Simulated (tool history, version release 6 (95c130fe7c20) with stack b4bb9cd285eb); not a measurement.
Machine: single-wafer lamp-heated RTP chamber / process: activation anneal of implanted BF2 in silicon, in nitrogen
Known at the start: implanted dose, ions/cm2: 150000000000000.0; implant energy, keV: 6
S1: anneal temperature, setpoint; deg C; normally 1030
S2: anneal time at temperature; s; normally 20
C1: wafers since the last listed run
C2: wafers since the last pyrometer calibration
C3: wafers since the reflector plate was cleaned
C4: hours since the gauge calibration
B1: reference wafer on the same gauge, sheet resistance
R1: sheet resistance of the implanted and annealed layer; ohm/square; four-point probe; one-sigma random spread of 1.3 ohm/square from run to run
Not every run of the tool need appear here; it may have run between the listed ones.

run,hour,S1,S2,C1,C2,C3,C4,B1,R1
1,0.0,1030,20,0,4359,4294,1651.4,773.66,755.04
# hour 10.6: reflector plate cleaned
2,36.7,1030,20,221,4581,201,1688.1,772.83,757.41
3,139.0,1030,20,788,5369,989,1790.4,773.44,756.71
4,199.1,1030,20,463,5832,1452,1850.5,773.43,754.22
5,247.4,1030,20,372,6204,1824,1898.8,772.23,755.67
6,342.7,1030,20,734,6939,2559,1994.1,772.20,753.11
7,417.6,1030,20,577,7516,3136,2069.0,773.33,753.63
# hour 440.8: pyrometer window cleaned and pyrometer calibrated
8,506.9,1030,20,626,508,3762,2158.3,773.46,757.92
# hour 544.5: gauge calibrated
# hour 558.0: reflector plate cleaned
9,571.4,1030,24,435,944,103,26.9,773.73,755.00
10,626.5,1051,20,424,1368,527,82.0,773.56,743.95
11,679.9,1051,20,411,1780,939,135.4,773.16,741.68
12,727.3,1030,20,365,2145,1304,182.8,773.41,758.03
13,793.6,1030,20,510,2656,1815,249.1,773.37,757.72
14,847.8,1030,20,417,3074,2232,303.3,773.20,755.54
15,947.5,1002,16,768,3842,3001,403.0,772.88,786.14
16,1011.3,1046,29,491,4334,3492,466.8,772.96,724.23
17,1095.7,1019,20,650,4984,4143,551.2,773.48,759.87
18,1133.6,1048,17,292,5276,4435,589.1,772.93,747.88
# hour 1179.5: reflector plate cleaned
19,1207.2,1057,24,505,5782,213,662.7,773.69,727.22
20,1309.1,1030,15,785,6567,998,764.6,773.24,768.24
# hour 1394.7: pyrometer window cleaned and pyrometer calibrated
21,1395.2,1030,20,601,4,1600,850.7,773.04,759.07
22,1485.9,1030,20,698,702,2299,941.4,772.73,757.73
23,1574.2,1030,20,680,1383,2979,1029.7,773.67,756.03
24,1655.6,1008,15,627,2010,3607,1111.1,772.92,783.01
25,1729.5,1017,13,569,2580,4176,1185.0,772.59,781.20
26,1791.1,1030,20,474,3054,4651,1246.6,772.96,753.80
27,1844.0,1030,20,407,3462,5059,1299.5,772.84,754.60
# hour 1857.7: reflector plate cleaned
28,1912.5,1004,9,466,3928,422,1368.0,772.89,800.96
29,1982.8,1030,20,541,4470,964,1438.3,772.88,758.13
30,2022.9,1030,20,309,4779,1273,1478.4,773.33,755.64
31,2104.1,1030,8,625,5405,1898,1559.6,772.60,785.30
32,2155.3,1049,26,394,5799,2293,1610.8,773.32,727.89
33,2260.0,1030,20,806,6606,3100,1715.5,772.93,751.25
34,2334.5,1030,20,574,7180,3674,1790.0,772.87,754.18
# hour 2387.0: pyrometer window cleaned and pyrometer calibrated
35,2409.5,1045,15,516,173,4190,1865.0,773.12,757.19
36,2496.3,1007,16,668,842,4859,1951.8,772.79,785.33

Each run again, without the hidden state but with its own random variation kept:
The hidden state here: true wafer temperature minus pyrometer reading, K; wafer temperature error from the tarnished reflector plate, K; gauge reads high (%).
run,R1
1,766.35
2,763.44
3,765.92
4,764.83
5,767.26
6,766.24
7,767.80
8,765.12
9,758.12
10,748.97
11,748.28
12,765.64
13,766.69
14,765.42
15,797.04
16,737.42
17,772.96
18,761.13
19,736.11
20,778.78
21,765.05
22,765.28
23,764.80
24,792.25
25,790.56
26,764.94
27,766.26
28,806.77
29,767.31
30,765.77
31,793.85
32,741.51
33,765.34
34,769.24
35,764.49
36,793.73
